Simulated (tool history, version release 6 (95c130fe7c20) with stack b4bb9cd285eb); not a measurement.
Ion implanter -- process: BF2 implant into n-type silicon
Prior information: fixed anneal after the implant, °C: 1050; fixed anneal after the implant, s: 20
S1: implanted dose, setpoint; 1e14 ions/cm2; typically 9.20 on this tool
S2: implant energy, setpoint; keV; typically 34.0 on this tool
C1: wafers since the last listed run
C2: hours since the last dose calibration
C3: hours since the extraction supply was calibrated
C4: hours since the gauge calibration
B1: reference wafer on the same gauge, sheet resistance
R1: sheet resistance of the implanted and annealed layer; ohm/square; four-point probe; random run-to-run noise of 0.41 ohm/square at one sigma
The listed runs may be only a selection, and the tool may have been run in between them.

run,hour,S1,S2,C1,C2,C3,C4,B1,R1
1,0.0,9.20,34.0,0,977.7,4313.2,299.2,120.43,127.99
2,33.7,9.20,34.0,778,1011.4,4346.9,332.9,120.56,128.34
3,61.5,9.20,34.0,641,1039.2,4374.7,360.7,120.60,128.01
4,84.0,9.20,34.0,519,1061.7,4397.2,383.2,120.59,128.12
5,112.7,9.20,39.5,662,1090.4,4425.9,411.9,120.73,125.26
6,143.4,9.20,39.5,708,1121.1,4456.6,442.6,120.70,124.71
7,156.5,9.20,39.5,302,1134.2,4469.7,455.7,120.83,124.89
8,172.3,9.20,40.5,364,1150.0,4485.5,471.5,120.80,125.59
9,207.0,9.20,40.5,801,1184.7,4520.2,506.2,120.84,124.50
10,221.8,9.20,34.0,341,1199.5,4535.0,521.0,120.85,129.57
11,247.0,9.20,34.0,581,1224.7,4560.2,546.2,120.86,128.46
12,261.1,9.20,34.0,325,1238.8,4574.3,560.3,120.91,129.54
13,292.2,9.20,34.0,718,1269.9,4605.4,591.4,120.93,129.28
14,325.0,9.20,34.0,757,1302.7,4638.2,624.2,120.89,128.30
15,349.2,11.32,41.5,558,1326.9,4662.4,648.4,121.03,105.97
# hour 360.2: Faraday cup replaced and dose calibrated
16,379.1,7.51,34.0,505,18.9,4692.3,678.3,120.96,152.78
17,392.1,9.20,34.0,300,31.9,4705.3,691.3,121.06,128.86
18,415.8,10.27,28.5,547,55.6,4729.0,715.0,121.05,122.84
# hour 425.0: gauge calibrated
# hour 448.1: extraction supply calibrated
19,448.6,10.68,41.5,572,88.4,0.5,23.6,119.17,109.02
20,464.0,9.20,34.0,355,103.8,15.9,39.0,119.21,126.29
21,480.5,7.05,30.0,381,120.3,32.4,55.5,119.36,161.13
22,499.8,10.14,29.0,445,139.6,51.7,74.8,119.54,122.06
23,519.9,9.20,34.0,464,159.7,71.8,94.9,119.75,127.90
24,538.8,6.86,23.0,436,178.6,90.7,113.8,119.82,170.58
25,557.7,7.37,28.0,436,197.5,109.6,132.7,119.90,157.90
26,622.6,7.42,37.5,1498,262.4,174.5,197.6,120.23,150.58
27,640.3,6.60,45.5,408,280.1,192.2,215.3,120.23,164.69
28,674.1,9.20,27.5,780,313.9,226.0,249.1,120.50,133.15

Alternative continuations, all from the tool just after run 28; predict every row:
A,674.5,6.67,34.0,9,314.3,226.4,249.5,?,?
B,674.5,11.10,41.0,9,314.3,226.4,249.5,?,?
C,674.5,6.98,43.5,9,314.3,226.4,249.5,?,?
D,674.5,9.20,26.0,9,314.3,226.4,249.5,?,?
E,674.5,10.56,43.5,9,314.3,226.4,249.5,?,?

run,B1,R1
A,120.47,167.47
B,120.47,107.34
C,120.47,157.20
D,120.47,134.26
E,120.47,110.25
Without the tool's unlogged condition, the same runs would have read:
run,R1
A,165.42
B,106.03
C,155.27
D,132.61
E,108.90

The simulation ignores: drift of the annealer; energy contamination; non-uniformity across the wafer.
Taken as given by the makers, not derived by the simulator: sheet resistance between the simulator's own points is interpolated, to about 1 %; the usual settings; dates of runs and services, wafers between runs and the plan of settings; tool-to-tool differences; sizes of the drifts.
